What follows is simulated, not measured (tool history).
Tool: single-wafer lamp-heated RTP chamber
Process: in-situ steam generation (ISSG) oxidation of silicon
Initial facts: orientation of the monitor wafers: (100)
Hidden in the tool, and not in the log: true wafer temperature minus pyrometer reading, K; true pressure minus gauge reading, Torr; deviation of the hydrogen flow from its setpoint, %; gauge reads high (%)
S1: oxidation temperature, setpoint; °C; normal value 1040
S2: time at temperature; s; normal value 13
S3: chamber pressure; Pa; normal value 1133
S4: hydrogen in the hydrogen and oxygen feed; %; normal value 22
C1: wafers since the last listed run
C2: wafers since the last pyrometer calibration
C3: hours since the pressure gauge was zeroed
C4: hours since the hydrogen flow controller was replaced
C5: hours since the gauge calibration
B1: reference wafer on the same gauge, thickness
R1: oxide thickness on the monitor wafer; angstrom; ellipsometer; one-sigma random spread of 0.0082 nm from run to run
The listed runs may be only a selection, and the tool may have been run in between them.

run    hour    S1  S2    S3  S4    C1    C2      C3      C4      C5     B1     R1
  1     0.0  1040  13  1133  22     0  3850  3837.0  4751.7    98.3  4.379  54.75
  2    62.2  1040  13  1133  22   507  4358  3899.2  4813.9   160.5  4.379  55.02
  3   116.3  1040  13  1133  28   441  4799  3953.3  4868.0   214.6  4.380  58.29
  4   171.7  1040  13  1133  22   451  5251  4008.7  4923.4   270.0  4.379  54.82
  5   240.1  1040  13  1133  22   557  5809  4077.1  4991.8   338.4  4.379  54.88
  6   276.6  1040  13  1133  22   297  6106  4113.6  5028.3   374.9  4.380  54.73
      327.9  -- pyrometer window cleaned and pyrometer calibrated
  7   349.6  1040  16  1133  20   530   176  4186.6  5101.3   447.9  4.381  59.02
      374.7  -- hydrogen flow controller replaced
  8   375.6  1040  13  1133  22   146   323  4212.6     0.9   473.9  4.379  54.60
  9   441.2  1040  13  1133  22   535   858  4278.2    66.5   539.5  4.381  54.60
 10   477.1  1040  13  1133  22   292  1151  4314.1   102.4   575.4  4.379  54.76
      500.0  -- pressure gauge zeroed
 11   520.5  1020  18  1133  22   288  1440    20.5   145.8   618.8  4.378  58.20
 12   557.4  1040   8  1040  25   300  1741    57.4   182.7   655.7  4.382  45.12
 13   600.5  1040  13  1320  22   351  2092   100.5   225.8   698.8  4.381  53.48
 14   636.3  1049  13  1133  14   291  2384   136.3   261.6   734.6  4.380  51.45
 15   831.9  1040  13  1133  22  1595  3980   331.9   457.2   930.2  4.382  54.69
 16   868.8  1022  13  1133  22   300  4281   368.8   494.1   967.1  4.381  50.58
 17   935.0  1040  13  1133  22   539  4820   435.0   560.3  1033.3  4.381  54.99
 18   996.4  1030   9   947  15   500  5321   496.4   621.7  1094.7  4.381  39.97
     1020.5  -- pyrometer window cleaned and pyrometer calibrated
 19  1039.9  1034  13  1213  27   289   158   539.9   665.2  1138.2  4.381  55.39
     1071.1  -- gauge calibrated
 20  1079.8  1040  13   973  30   325   483   579.8   705.1     8.7  4.379  59.42
 21  1109.0  1040  13  1133  22   238   722   609.0   734.3    37.9  4.382  54.80
 22  1166.1  1040   8  1133  19   465  1187   666.1   791.4    95.0  4.381  41.76
 23  1201.7  1040  13  1133  22   290  1478   701.7   827.0   130.6  4.381  54.57
 24  1236.5  1040  13  1133  22   283  1762   736.5   861.8   165.4  4.379  54.89
 25  1299.9  1040  16  1000  30   517  2279   799.9   925.2   228.8  4.380  66.07
 26  1368.6  1030  13  1133  22   560  2839   868.6   993.9   297.5  4.380  52.48
 27  1419.5  1040  13  1267  22   415  3254   919.5  1044.8   348.4  4.380  54.18
 28  1456.3  1030   8  1213  31   300  3554   956.3  1081.6   385.2  4.379  45.67
 29  1504.5  1040  13  1133  22   393  3947  1004.5  1129.8   433.4  4.380  54.77
 30  1573.3  1040  11  1080  22   561  4508  1073.3  1198.6   502.2  4.379  50.59

Predict each of these 5 candidate next runs independently; none follows another, all start after run 30:
  A  1573.7  1040  16  1133  22   3  4512  1073.7  1199.0  502.6   ?   ?
  B  1573.7  1040  13  1133  19   3  4512  1073.7  1199.0  502.6   ?   ?
  C  1573.7  1031  13  1133  29   3  4512  1073.7  1199.0  502.6   ?   ?
  D  1573.7  1040  14  1133  22   3  4512  1073.7  1199.0  502.6   ?   ?
  E  1573.7  1053  18  1133  22   3  4512  1073.7  1199.0  502.6   ?   ?

run     B1     R1
  A  4.379  60.78
  B  4.379  52.95
  C  4.379  56.54
  D  4.379  56.90
  E  4.379  69.04
What these runs would have given with no unlogged condition in the tool:
run     R1
  A  60.21
  B  52.49
  C  56.08
  D  56.39
  E  68.34

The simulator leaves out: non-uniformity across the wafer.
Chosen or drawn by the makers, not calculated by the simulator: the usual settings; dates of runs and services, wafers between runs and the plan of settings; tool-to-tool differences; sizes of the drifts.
